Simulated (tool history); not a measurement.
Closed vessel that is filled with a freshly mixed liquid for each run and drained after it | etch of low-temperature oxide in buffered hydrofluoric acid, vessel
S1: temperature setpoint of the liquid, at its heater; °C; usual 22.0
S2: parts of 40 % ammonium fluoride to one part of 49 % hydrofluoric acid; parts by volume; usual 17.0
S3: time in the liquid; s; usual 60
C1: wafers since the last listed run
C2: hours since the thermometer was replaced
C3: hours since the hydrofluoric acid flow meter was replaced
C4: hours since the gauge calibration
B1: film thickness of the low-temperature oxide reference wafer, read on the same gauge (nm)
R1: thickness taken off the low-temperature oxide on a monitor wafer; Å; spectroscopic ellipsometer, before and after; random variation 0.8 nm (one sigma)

{"run": 1, "hour": 0.0, "S1": 22.0, "S2": 17.0, "S3": 60, "C1": 0, "C2": 980.1, "C3": 513.1, "C4": 1954.7, "B1": 49.97, "R1": 1250.0}
{"hour": 25.1, "done": "hydrofluoric acid flow meter replaced"}
{"run": 2, "hour": 41.9, "S1": 22.0, "S2": 13.0, "S3": 60, "C1": 4452, "C2": 1022.0, "C3": 16.8, "C4": 1996.6, "B1": 50.0, "R1": 1611.8}
{"run": 3, "hour": 106.5, "S1": 22.0, "S2": 13.0, "S3": 60, "C1": 7031, "C2": 1086.6, "C3": 81.4, "C4": 2061.2, "B1": 49.98, "R1": 1627.3}
{"run": 4, "hour": 160.3, "S1": 22.0, "S2": 13.0, "S3": 60, "C1": 5856, "C2": 1140.4, "C3": 135.2, "C4": 2115.0, "B1": 49.97, "R1": 1613.8}
{"run": 5, "hour": 217.1, "S1": 22.0, "S2": 17.0, "S3": 60, "C1": 6182, "C2": 1197.2, "C3": 192.0, "C4": 2171.8, "B1": 50.05, "R1": 1238.4}
{"run": 6, "hour": 321.1, "S1": 22.0, "S2": 17.0, "S3": 60, "C1": 11320, "C2": 1301.2, "C3": 296.0, "C4": 2275.8, "B1": 49.96, "R1": 1243.6}
{"run": 7, "hour": 400.4, "S1": 22.0, "S2": 17.0, "S3": 60, "C1": 8631, "C2": 1380.5, "C3": 375.3, "C4": 2355.1, "B1": 49.96, "R1": 1248.0}
{"run": 8, "hour": 457.0, "S1": 22.0, "S2": 17.0, "S3": 60, "C1": 6161, "C2": 1437.1, "C3": 431.9, "C4": 2411.7, "B1": 50.03, "R1": 1256.1}
{"hour": 533.3, "done": "hydrofluoric acid flow meter replaced"}
{"run": 9, "hour": 543.0, "S1": 22.0, "S2": 17.0, "S3": 60, "C1": 9252, "C2": 1523.1, "C3": 9.7, "C4": 2497.7, "B1": 49.99, "R1": 1254.0}
{"run": 10, "hour": 614.3, "S1": 22.0, "S2": 17.0, "S3": 60, "C1": 7761, "C2": 1594.4, "C3": 81.0, "C4": 2569.0, "B1": 49.99, "R1": 1248.0}
{"run": 11, "hour": 681.2, "S1": 23.5, "S2": 17.0, "S3": 60, "C1": 7282, "C2": 1661.3, "C3": 147.9, "C4": 2635.9, "B1": 50.02, "R1": 1358.1}
{"run": 12, "hour": 730.2, "S1": 22.0, "S2": 17.0, "S3": 60, "C1": 5333, "C2": 1710.3, "C3": 196.9, "C4": 2684.9, "B1": 50.01, "R1": 1248.9}
{"run": 13, "hour": 813.2, "S1": 22.0, "S2": 17.0, "S3": 60, "C1": 9034, "C2": 1793.3, "C3": 279.9, "C4": 2767.9, "B1": 50.04, "R1": 1246.0}
{"run": 14, "hour": 895.8, "S1": 22.0, "S2": 17.0, "S3": 60, "C1": 8991, "C2": 1875.9, "C3": 362.5, "C4": 2850.5, "B1": 50.02, "R1": 1243.7}
{"hour": 922.0, "done": "gauge calibrated"}
{"run": 15, "hour": 964.5, "S1": 18.0, "S2": 15.0, "S3": 60, "C1": 7478, "C2": 1944.6, "C3": 431.2, "C4": 42.5, "B1": 49.97, "R1": 1129.7}
{"hour": 979.0, "done": "thermometer replaced"}
{"run": 16, "hour": 1024.0, "S1": 22.0, "S2": 17.0, "S3": 60, "C1": 6367, "C2": 45.0, "C3": 490.7, "C4": 102.0, "B1": 49.97, "R1": 1236.8}
{"hour": 1089.2, "done": "hydrofluoric acid flow meter replaced"}
{"run": 17, "hour": 1093.5, "S1": 17.0, "S2": 17.0, "S3": 60, "C1": 7456, "C2": 114.5, "C3": 4.3, "C4": 171.5, "B1": 49.93, "R1": 938.4}
{"run": 18, "hour": 1166.0, "S1": 25.5, "S2": 14.0, "S3": 85, "C1": 7891, "C2": 187.0, "C3": 76.8, "C4": 244.0, "B1": 49.99, "R1": 2601.2}
{"run": 19, "hour": 1239.9, "S1": 24.0, "S2": 17.0, "S3": 30, "C1": 8044, "C2": 260.9, "C3": 150.7, "C4": 317.9, "B1": 50.02, "R1": 693.7}
{"run": 20, "hour": 1425.4, "S1": 22.0, "S2": 17.0, "S3": 60, "C1": 20192, "C2": 446.4, "C3": 336.2, "C4": 503.4, "B1": 50.05, "R1": 1245.5}
{"run": 21, "hour": 1529.9, "S1": 22.0, "S2": 17.0, "S3": 90, "C1": 11375, "C2": 550.9, "C3": 440.7, "C4": 607.9, "B1": 49.99, "R1": 1872.5}
{"hour": 1603.7, "done": "hydrofluoric acid flow meter replaced"}
{"run": 22, "hour": 1629.9, "S1": 17.5, "S2": 23.5, "S3": 60, "C1": 10776, "C2": 650.9, "C3": 26.2, "C4": 707.9, "B1": 49.99, "R1": 738.0}
{"run": 23, "hour": 1713.6, "S1": 22.0, "S2": 17.0, "S3": 60, "C1": 9110, "C2": 734.6, "C3": 109.9, "C4": 791.6, "B1": 49.95, "R1": 1239.8}
{"run": 24, "hour": 1805.8, "S1": 20.0, "S2": 17.0, "S3": 35, "C1": 10036, "C2": 826.8, "C3": 202.1, "C4": 883.8, "B1": 49.97, "R1": 655.6}
{"run": 25, "hour": 1910.9, "S1": 22.0, "S2": 10.5, "S3": 30, "C1": 11440, "C2": 931.9, "C3": 307.2, "C4": 988.9, "B1": 49.97, "R1": 1000.8}
{"run": 26, "hour": 1980.2, "S1": 26.5, "S2": 17.0, "S3": 60, "C1": 7543, "C2": 1001.2, "C3": 376.5, "C4": 1058.2, "B1": 50.02, "R1": 1606.5}
{"run": 27, "hour": 2053.1, "S1": 22.0, "S2": 22.5, "S3": 60, "C1": 7935, "C2": 1074.1, "C3": 449.4, "C4": 1131.1, "B1": 49.99, "R1": 981.1}
{"run": 28, "hour": 2104.5, "S1": 26.0, "S2": 17.0, "S3": 85, "C1": 5594, "C2": 1125.5, "C3": 500.8, "C4": 1182.5, "B1": 49.98, "R1": 2195.1}
{"run": 29, "hour": 2155.3, "S1": 22.0, "S2": 17.0, "S3": 60, "C1": 5529, "C2": 1176.3, "C3": 551.6, "C4": 1233.3, "B1": 49.98, "R1": 1237.2}
{"hour": 2182.5, "done": "hydrofluoric acid flow meter replaced"}
{"run": 30, "hour": 2254.1, "S1": 18.5, "S2": 14.5, "S3": 80, "C1": 10645, "C2": 1275.1, "C3": 71.6, "C4": 1332.1, "B1": 50.02, "R1": 1601.0}
{"run": 31, "hour": 2314.9, "S1": 22.0, "S2": 17.0, "S3": 60, "C1": 6618, "C2": 1335.9, "C3": 132.4, "C4": 1392.9, "B1": 49.97, "R1": 1244.9}
{"run": 32, "hour": 2370.8, "S1": 22.0, "S2": 17.0, "S3": 60, "C1": 6084, "C2": 1391.8, "C3": 188.3, "C4": 1448.8, "B1": 50.02, "R1": 1237.6}

Hidden state at the last listed run before each entry between runs and at the first one after, where it differs:
Between runs 1 and 2: hydrofluoric acid flow meter replaced (hour 25.1)
  no hidden state differs between the two runs
Between runs 8 and 9: hydrofluoric acid flow meter replaced (hour 533.3)
  no hidden state differs between the two runs
Between runs 14 and 15: gauge calibrated (hour 922.0)
  no hidden state differs between the two runs
Between runs 15 and 16: thermometer replaced (hour 979.0)
  no hidden state differs between the two runs
Between runs 16 and 17: hydrofluoric acid flow meter replaced (hour 1089.2)
  no hidden state differs between the two runs
Between runs 21 and 22: hydrofluoric acid flow meter replaced (hour 1603.7)
  no hidden state differs between the two runs
Between runs 29 and 30: hydrofluoric acid flow meter replaced (hour 2182.5)
  no hidden state differs between the two runs
